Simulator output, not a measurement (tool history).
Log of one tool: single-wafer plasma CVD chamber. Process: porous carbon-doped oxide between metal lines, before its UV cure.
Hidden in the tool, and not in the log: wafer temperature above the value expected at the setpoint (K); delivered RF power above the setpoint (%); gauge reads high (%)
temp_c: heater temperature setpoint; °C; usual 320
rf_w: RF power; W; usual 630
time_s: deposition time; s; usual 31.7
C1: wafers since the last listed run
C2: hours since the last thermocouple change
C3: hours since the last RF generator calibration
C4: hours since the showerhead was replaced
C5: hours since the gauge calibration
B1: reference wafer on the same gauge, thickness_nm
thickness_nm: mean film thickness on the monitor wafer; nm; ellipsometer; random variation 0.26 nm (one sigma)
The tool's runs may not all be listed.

{"run": 1, "hour": 0.0, "temp_c": 324, "rf_w": 665, "time_s": 31.7, "C1": 0, "C2": 1441.4, "C3": 2004.8, "C4": 7752.3, "C5": 138.6, "B1": 153.114, "thickness_nm": 174.489}
{"run": 2, "hour": 14.6, "temp_c": 324, "rf_w": 665, "time_s": 31.7, "C1": 450, "C2": 1456.0, "C3": 2019.4, "C4": 7766.9, "C5": 153.2, "B1": 152.883, "thickness_nm": 174.165}
{"run": 3, "hour": 23.4, "temp_c": 324, "rf_w": 665, "time_s": 31.7, "C1": 271, "C2": 1464.8, "C3": 2028.2, "C4": 7775.7, "C5": 162.0, "B1": 152.919, "thickness_nm": 174.273}
{"run": 4, "hour": 38.6, "temp_c": 320, "rf_w": 580, "time_s": 28.5, "C1": 469, "C2": 1480.0, "C3": 2043.4, "C4": 7790.9, "C5": 177.2, "B1": 153.003, "thickness_nm": 147.068}
{"run": 5, "hour": 52.8, "temp_c": 320, "rf_w": 580, "time_s": 28.5, "C1": 438, "C2": 1494.2, "C3": 2057.6, "C4": 7805.1, "C5": 191.4, "B1": 153.023, "thickness_nm": 147.108}
{"run": 6, "hour": 69.8, "temp_c": 323, "rf_w": 630, "time_s": 35.2, "C1": 525, "C2": 1511.2, "C3": 2074.6, "C4": 7822.1, "C5": 208.4, "B1": 153.029, "thickness_nm": 187.377}
{"hour": 81.0, "done": "RF generator calibrated"}
{"run": 7, "hour": 84.8, "temp_c": 323, "rf_w": 630, "time_s": 35.2, "C1": 216, "C2": 1526.2, "C3": 3.8, "C4": 7837.1, "C5": 223.4, "B1": 153.024, "thickness_nm": 187.459}
{"run": 8, "hour": 102.2, "temp_c": 320, "rf_w": 630, "time_s": 31.7, "C1": 537, "C2": 1543.6, "C3": 21.2, "C4": 7854.5, "C5": 240.8, "B1": 152.96, "thickness_nm": 171.695}
{"run": 9, "hour": 110.9, "temp_c": 320, "rf_w": 630, "time_s": 35.9, "C1": 268, "C2": 1552.3, "C3": 29.9, "C4": 7863.2, "C5": 249.5, "B1": 153.007, "thickness_nm": 194.02}
{"run": 10, "hour": 123.1, "temp_c": 332, "rf_w": 630, "time_s": 31.7, "C1": 376, "C2": 1564.5, "C3": 42.1, "C4": 7875.4, "C5": 261.7, "B1": 153.017, "thickness_nm": 161.972}
{"run": 11, "hour": 133.8, "temp_c": 315, "rf_w": 630, "time_s": 33.6, "C1": 330, "C2": 1575.2, "C3": 52.8, "C4": 7886.1, "C5": 272.4, "B1": 153.023, "thickness_nm": 187.553}
{"hour": 136.2, "done": "gauge calibrated"}
{"run": 12, "hour": 151.6, "temp_c": 327, "rf_w": 630, "time_s": 36.9, "C1": 549, "C2": 1593.0, "C3": 70.6, "C4": 7903.9, "C5": 15.4, "B1": 152.994, "thickness_nm": 191.551}
{"run": 13, "hour": 159.1, "temp_c": 320, "rf_w": 630, "time_s": 25.6, "C1": 231, "C2": 1600.5, "C3": 78.1, "C4": 7911.4, "C5": 22.9, "B1": 152.945, "thickness_nm": 139.643}
{"hour": 176.6, "done": "showerhead replaced"}
{"run": 14, "hour": 177.1, "temp_c": 320, "rf_w": 630, "time_s": 31.7, "C1": 308, "C2": 1618.5, "C3": 96.1, "C4": 0.5, "C5": 40.9, "B1": 152.969, "thickness_nm": 171.595}
{"hour": 186.5, "done": "thermocouple changed; heater temperature recalibrated"}
{"run": 15, "hour": 190.8, "temp_c": 320, "rf_w": 630, "time_s": 31.7, "C1": 176, "C2": 4.3, "C3": 109.8, "C4": 14.2, "C5": 54.6, "B1": 152.998, "thickness_nm": 175.969}
{"run": 16, "hour": 206.3, "temp_c": 308, "rf_w": 705, "time_s": 31.7, "C1": 478, "C2": 19.8, "C3": 125.3, "C4": 29.7, "C5": 70.1, "B1": 153.07, "thickness_nm": 202.467}
{"run": 17, "hour": 222.9, "temp_c": 320, "rf_w": 630, "time_s": 31.7, "C1": 512, "C2": 36.4, "C3": 141.9, "C4": 46.3, "C5": 86.7, "B1": 153.096, "thickness_nm": 175.738}
{"run": 18, "hour": 238.2, "temp_c": 320, "rf_w": 755, "time_s": 31.7, "C1": 472, "C2": 51.7, "C3": 157.2, "C4": 61.6, "C5": 102.0, "B1": 153.043, "thickness_nm": 196.679}
{"run": 19, "hour": 246.6, "temp_c": 323, "rf_w": 630, "time_s": 35.2, "C1": 259, "C2": 60.1, "C3": 165.6, "C4": 70.0, "C5": 110.4, "B1": 153.059, "thickness_nm": 190.581}

Forecast each of these 4 alternatives for the next run:
{"run": "A", "hour": 247.0, "temp_c": 320, "rf_w": 630, "time_s": 31.7, "C1": 12, "C2": 60.5, "C3": 166.0, "C4": 70.4, "C5": 110.8, "B1": "?", "thickness_nm": "?"}
{"run": "B", "hour": 247.0, "temp_c": 306, "rf_w": 580, "time_s": 35.3, "C1": 12, "C2": 60.5, "C3": 166.0, "C4": 70.4, "C5": 110.8, "B1": "?", "thickness_nm": "?"}
{"run": "C", "hour": 247.0, "temp_c": 335, "rf_w": 675, "time_s": 35.1, "C1": 12, "C2": 60.5, "C3": 166.0, "C4": 70.4, "C5": 110.8, "B1": "?", "thickness_nm": "?"}
{"run": "D", "hour": 247.0, "temp_c": 320, "rf_w": 725, "time_s": 31.7, "C1": 12, "C2": 60.5, "C3": 166.0, "C4": 70.4, "C5": 110.8, "B1": "?", "thickness_nm": "?"}

run=A B1=152.962 thickness_nm=175.062
run=B B1=152.962 thickness_nm=200.428
run=C B1=152.962 thickness_nm=186.377
run=D B1=152.962 thickness_nm=191.512
Without the tool's hidden state the same runs would have given:
run=A thickness_nm=175.801
run=B thickness_nm=201.370
run=C thickness_nm=187.081
run=D thickness_nm=192.321
